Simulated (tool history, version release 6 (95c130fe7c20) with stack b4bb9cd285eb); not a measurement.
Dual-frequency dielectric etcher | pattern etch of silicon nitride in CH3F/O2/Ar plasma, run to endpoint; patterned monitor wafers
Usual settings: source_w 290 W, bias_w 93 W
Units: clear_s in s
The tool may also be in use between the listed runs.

run     day  source_w  bias_w  incoming incoming film thickness, nm  clear_s
  1   0.000       320      78                                 31.50     51.8
  2   2.525       330      81                                 31.59     50.8
  3   4.025       290      83                                 31.55     52.2
  4   6.838       290      93                                 31.59     49.5
  5   7.850       290      93                                 31.61     49.4
  6  10.683       290     109                                 31.70     46.1
  7  17.179       290     109                                 31.59     46.2
  8  19.475       290     109                                 31.51     45.9
  9  21.525       310      93                                 31.53     48.8
 10  22.988       270      88                                 31.52     51.4
 11  24.054       270      88                                 31.53     51.8
 12  25.462       270      88                                 31.74     52.1
 13  27.450       290      93                                 31.69     50.0
 14  29.238       290      93                                 31.35     49.5
 15  31.133       290      93                                 31.60     50.0
 16  32.925       340      93                                 31.38     47.4
 17  35.775       340      93                                 31.81     46.8
 18  38.488       290      93                                 31.30     47.9
 19  39.908       260      71                                 31.19     56.3
 20  41.221       230     113                                 31.63     46.6
 21  43.017       250     107                                 31.79     47.1
 22  45.958       290      93                                 31.92     48.7
 23  47.417       310     106                                 31.88     45.4
 24  48.542       270      75                                 31.64     54.9
 25  51.338       270      74                                 31.60     55.1
 26  53.854       290      93                                 31.92     48.6
 27  55.383       290      93                                 31.75     48.4
 28  57.129       270      93                                 31.53     49.5
 29  58.521       290      93                                 31.61     48.4
 30  62.292       250     101                                 31.64     48.3
 31  63.408       290     113                                 31.55     44.2
 32  70.662       290      93                                 31.76     48.6
 33  72.833       350      75                                 31.60     51.2
 34  74.442       270     100                                 31.63     47.7
 35  77.200       270      88                                 31.72     51.2
 36  79.158       290      71                                 31.50     55.2

Not shown: 7 entries that the log had between the listed runs. Between which runs, and how does the tool's hidden state differ before and after?
Between runs 1 and 2: wet clean of the chamber (day 1.767)
  bias power that arrives over what is set, %: -3.01 -> -3.18
  measured less the result without the state, clear_s: +0.8 -> +0.8 s
Between runs 7 and 8: wet clean of the chamber (day 19.454)
  bias power that arrives over what is set, %: -4.28 -> -4.46
  measured less the result without the state, clear_s: +1.0 -> +1.0 s
Between runs 12 and 13: upper electrode replaced (day 27.050)
  bias power that arrives over what is set, %: -4.96 -> -5.14
  measured less the result without the state, clear_s: +1.2 -> +1.3 s
Between runs 16 and 17: bias power generator calibrated (day 34.062)
  bias power that arrives over what is set, %: -5.63 -> -0.0106
  measured less the result without the state, clear_s: +1.2 -> +0.0 s
Between runs 19 and 20: wet clean of the chamber (day 41.200)
  bias power that arrives over what is set, %: -0.0221 -> -0.0284
  measured less the result without the state, clear_s: +0.0 -> +0.0 s
Between runs 23 and 24: source power generator calibrated (day 48.521)
  bias power that arrives over what is set, %: -0.0753 -> -0.0869
  measured less the result without the state, clear_s: +0.0 -> +0.0 s
Between runs 29 and 30: wet clean of the chamber (day 62.271)
  bias power that arrives over what is set, %: -0.23 -> -0.304
  measured less the result without the state, clear_s: +0.0 -> +0.0 s

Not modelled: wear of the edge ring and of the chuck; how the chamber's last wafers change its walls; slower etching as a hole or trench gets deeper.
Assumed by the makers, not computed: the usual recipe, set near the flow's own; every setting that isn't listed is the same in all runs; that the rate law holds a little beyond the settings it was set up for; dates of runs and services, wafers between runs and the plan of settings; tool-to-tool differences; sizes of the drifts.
